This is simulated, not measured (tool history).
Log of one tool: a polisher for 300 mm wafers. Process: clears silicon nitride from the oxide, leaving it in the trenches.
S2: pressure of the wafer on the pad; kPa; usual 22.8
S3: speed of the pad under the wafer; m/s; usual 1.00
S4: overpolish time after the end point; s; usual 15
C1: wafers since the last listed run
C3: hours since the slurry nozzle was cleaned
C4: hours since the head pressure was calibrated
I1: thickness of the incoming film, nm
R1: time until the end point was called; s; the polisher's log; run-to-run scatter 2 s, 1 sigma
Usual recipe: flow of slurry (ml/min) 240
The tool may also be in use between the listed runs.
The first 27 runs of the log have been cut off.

run 28 hour=2574.3 | flow_of_slurry_(ml/min)=215 S2=22.8 S3=1.00 S4=15 | C1=723 wafers_polished_on_this_pad=5168 C3=423.7 C4=1079.6 | I1=151.2 | R1=159.0
run 29 hour=2646.4 | flow_of_slurry_(ml/min)=240 S2=22.8 S3=1.00 S4=15 | C1=648 wafers_polished_on_this_pad=5816 C3=495.8 C4=1151.7 | I1=150.5 | R1=154.0
run 30 hour=2723.2 | flow_of_slurry_(ml/min)=315 S2=22.8 S3=0.70 S4=7 | C1=690 wafers_polished_on_this_pad=6507 C3=572.6 C4=1228.5 | I1=152.4 | R1=173.0
-- hour=2731.8 head pressure recalibrated
run 31 hour=2804.6 | flow_of_slurry_(ml/min)=240 S2=22.8 S3=1.00 S4=19 | C1=714 wafers_polished_on_this_pad=7221 C3=654.0 C4=72.8 | I1=148.7 | R1=146.5
-- hour=2858.8 worn pad replaced by a new one
run 32 hour=2872.5 | flow_of_slurry_(ml/min)=240 S2=22.8 S3=1.00 S4=15 | C1=574 wafers_polished_on_this_pad=122 C3=721.9 C4=140.7 | I1=148.3 | R1=147.1
-- hour=2883.3 slurry nozzle cleaned
run 33 hour=2940.3 | flow_of_slurry_(ml/min)=240 S2=22.8 S3=0.66 S4=19 | C1=600 wafers_polished_on_this_pad=723 C3=57.0 C4=208.5 | I1=150.3 | R1=170.3
run 34 hour=2996.0 | flow_of_slurry_(ml/min)=165 S2=22.8 S3=1.34 S4=22 | C1=500 wafers_polished_on_this_pad=1224 C3=112.7 C4=264.2 | I1=152.3 | R1=143.1
run 35 hour=3081.8 | flow_of_slurry_(ml/min)=295 S2=22.8 S3=1.00 S4=22 | C1=771 wafers_polished_on_this_pad=1996 C3=198.5 C4=350.0 | I1=148.5 | R1=148.7
run 36 hour=3133.2 | flow_of_slurry_(ml/min)=210 S2=22.8 S3=1.00 S4=8 | C1=462 wafers_polished_on_this_pad=2458 C3=249.9 C4=401.4 | I1=150.8 | R1=154.0
run 37 hour=3306.4 | flow_of_slurry_(ml/min)=185 S2=22.8 S3=1.20 S4=15 | C1=1557 wafers_polished_on_this_pad=4016 C3=423.1 C4=574.6 | I1=151.1 | R1=148.7

Alternative continuations, all from the tool just after run 37; predict every row:
run A hour=3306.9 | flow_of_slurry_(ml/min)=240 S2=22.8 S3=1.00 S4=23 | C1=4 wafers_polished_on_this_pad=4021 C3=423.6 C4=575.1 | I1=150.6 | R1=?
run B hour=3306.9 | flow_of_slurry_(ml/min)=195 S2=22.8 S3=1.34 S4=19 | C1=4 wafers_polished_on_this_pad=4021 C3=423.6 C4=575.1 | I1=150.6 | R1=?
run C hour=3306.9 | flow_of_slurry_(ml/min)=215 S2=22.8 S3=0.86 S4=15 | C1=4 wafers_polished_on_this_pad=4021 C3=423.6 C4=575.1 | I1=150.6 | R1=?

run=A R1=151.6
run=B R1=139.6
run=C R1=161.2
Take away the tool's hidden state, keep each run's random variation, and the runs would have read:
run=A R1=150.4
run=B R1=138.5
run=C R1=159.9
